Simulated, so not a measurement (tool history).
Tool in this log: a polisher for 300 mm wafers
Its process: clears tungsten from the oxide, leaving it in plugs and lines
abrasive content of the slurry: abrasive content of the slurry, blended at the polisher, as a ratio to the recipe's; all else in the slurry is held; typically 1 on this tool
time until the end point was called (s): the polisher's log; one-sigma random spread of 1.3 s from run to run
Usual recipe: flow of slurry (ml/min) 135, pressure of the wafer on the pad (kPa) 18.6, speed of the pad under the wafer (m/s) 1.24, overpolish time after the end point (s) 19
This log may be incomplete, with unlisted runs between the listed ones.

run	hour	flow of slurry (ml/min)	pressure of the wafer on the pad (kPa)	speed of the pad under the wafer (m/s)	abrasive content of the slurry	overpolish time after the end point (s)	incoming thickness of the incoming film, nm	time until the end point was called (s)
1	0	120	18.6	1.24	1	19	536.3	132.2
2	17.8	135	18.6	1.24	1	19	531	132.5
3	35.4	135	18.6	0.9	1	29	543.1	184.2
4	48.4	135	18.6	1.06	1	19	541	158
5	61.3	180	21.4	0.9	1	19	541.5	157.2
6	68.2	135	18.6	1.04	1	19	538.8	159.5
7	74.4	180	18.6	1.24	1	19	532.7	128.3
# hour 80.1: worn pad replaced by a new one
8	87.6	135	18.6	0.98	0.85	9	543.6	184.5
9	97.9	135	21.4	0.86	0.8	19	536.2	181.6
10	106.7	135	18.6	1.24	1	30	543.9	139.3
# hour 111.3: slurry tank refilled with fresh slurry and peroxide
11	118.9	95	21.4	1.12	1	19	533.5	135.9
12	131.8	135	20.7	1.24	1	19	537	117.4
# hour 133.9: head pressure recalibrated
13	139.3	180	18.6	1.62	1	19	545.3	97.4
14	148.5	135	18.6	1.64	1	10	543.8	100.9
15	166.1	135	18.6	1.24	1	19	538.7	130.6

The next listed run, before its measurement:
# hour 185.3: slurry nozzle cleaned
16	202.6	135	18.6	1.24	1	25	540	?

{"run 16": {"time until the end point was called (s)": 135.7}}
The same run, on a tool lacking any hidden state, would have yielded time until the end point was called (s) 130.7.
